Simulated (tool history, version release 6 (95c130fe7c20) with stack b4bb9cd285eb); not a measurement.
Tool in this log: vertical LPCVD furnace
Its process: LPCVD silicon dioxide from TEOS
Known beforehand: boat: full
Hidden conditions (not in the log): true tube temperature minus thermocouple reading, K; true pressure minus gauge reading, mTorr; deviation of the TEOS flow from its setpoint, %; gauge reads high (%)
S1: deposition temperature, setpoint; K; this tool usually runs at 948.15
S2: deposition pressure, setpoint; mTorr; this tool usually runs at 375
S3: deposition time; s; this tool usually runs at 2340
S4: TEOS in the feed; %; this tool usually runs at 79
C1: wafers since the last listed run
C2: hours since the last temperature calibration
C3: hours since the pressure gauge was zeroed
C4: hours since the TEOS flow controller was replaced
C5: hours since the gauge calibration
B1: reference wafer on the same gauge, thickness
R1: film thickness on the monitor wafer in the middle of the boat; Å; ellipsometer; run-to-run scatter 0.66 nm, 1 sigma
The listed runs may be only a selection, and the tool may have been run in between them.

run     day      S1   S2    S3  S4   C1      C2      C3      C4      C5      B1      R1
  1       0  948.15  375  2340  79    0  1955.2  2494.7  5118.3  1531.3  184.96  2048.8
  2   2.883  948.15  375  2340  79  914  2024.4  2563.9  5187.5  1600.5  184.94    2033
  3   5.408  946.15  375  2850  79  800    2085  2624.5  5248.1  1661.1  185.14  2359.8
  4   7.704  948.15  375  2340  79  727  2140.1  2679.6  5303.2  1716.2  185.01  2054.3
      9.671  -- gauge calibrated
  5  10.467  948.15  375  2340  79  875  2206.4  2745.9  5369.5    19.1  185.06  2032.7
  6  13.321  948.15  375  2340  79  904  2274.9  2814.4    5438    87.6  184.95  2039.8
     15.646  -- thermocouples replaced and temperature profile calibrated
  7  16.192  948.15  375  2340  79  593    13.1  2883.3  5506.9   156.5  185.01  2046.4
     18.929  -- pressure gauge zeroed
  8  19.146  948.15  375  2340  79  619      84     5.2  5577.8   227.4  184.89  2005.4
  9  20.554  948.15  375  2340  79  446   117.8      39  5611.6   261.2  184.94  2002.3
 10  21.812  948.15  375  2340  79  398     148    69.2  5641.8   291.4  185.05    2000
 11  24.488  948.15  375  2340  79  848   212.2   133.4    5706   355.6  185.11    2000
 12  26.821  936.15  300  3030  64  739   268.2   189.4    5762   411.6  185.03  1545.3
     28.175  -- TEOS flow controller replaced
 13  28.929  948.15  375  2340  79  351   318.8     240    18.1   462.2  184.95    1995
 14  30.375  945.15  315  2340  75  458   353.5   274.7    52.8   496.9  185.05  1663.7
 15  32.042  954.15  300  2580  65  528   393.5   314.7    92.8   536.9  185.01    2069
 16  33.521  938.15  375  2340  94  468     429   350.2   128.3   572.4  184.89  1707.5
 17   35.25  941.15  415  1860  71  548   470.5   391.7   169.8   613.9  184.97    1340
 18  36.879  948.15  375  2340  79  516   509.6   430.8   208.9     653  184.84  2008.3
 19  39.367  948.15  300  2340  69  788   569.3   490.5   268.6   712.7  184.99  1683.3
 20  41.525  948.15  375  2340  79  684   621.1   542.3   320.4   764.5     185  2022.5
 21  42.571  948.15  400  2340  79  331   646.2   567.4   345.5   789.6  185.03    2075
 22  44.279  948.15  465  2850  83  541   687.2   608.4   386.5   830.6     185  2792.6
 23  46.775  948.15  460  2340  91  791   747.1   668.3   446.4   890.5  185.09  2389.1
 24  49.671  956.15  375  2340  79  918   816.6   737.8   515.9     960  184.93  2432.9
 25  52.117  957.15  345  2340  79  775   875.3   796.5   574.6  1018.7   185.1  2415.5
 26  53.583  941.15  375  1860  93  464   910.5   831.7   609.8  1053.9  184.92  1459.2
 27  55.546  948.15  375  1680  79  622   957.6   878.8   656.9    1101  184.96    1452
 28    57.5  948.15  375  2790  70  619  1004.5   925.7   703.8  1147.9  185.02  2267.7
 29  59.058  948.15  375  2910  79  494  1041.9   963.1   741.2  1185.3  185.16  2498.7
 30  61.421  953.15  435  2340  79  748  1098.6  1019.8   797.9    1242  185.05    2456

Subtracting, for every run, the result it would have given without the tool's unlogged condition from the measured result gives the following. The same run-to-run variation enters both numbers; the gauge's scatter may not:
run     R1
  1  +42.8
  2  +43.7
  3  +51.9
  4  +46.1
  5  +46.7
  6    +48
  7  +49.3
  8     +4
  9   +4.6
 10   +5.1
 11   +6.3
 12     +7
 13   +8.1
 14   +8.6
 15  +12.2
 16   +8.6
 17   +6.5
 18  +11.5
 19  +13.1
 20  +13.5
 21  +13.4
 22  +16.4
 23  +15.2
 24  +20.3
 25  +23.2
 26  +13.4
 27  +13.9
 28  +22.6
 29  +25.7
 30  +22.8

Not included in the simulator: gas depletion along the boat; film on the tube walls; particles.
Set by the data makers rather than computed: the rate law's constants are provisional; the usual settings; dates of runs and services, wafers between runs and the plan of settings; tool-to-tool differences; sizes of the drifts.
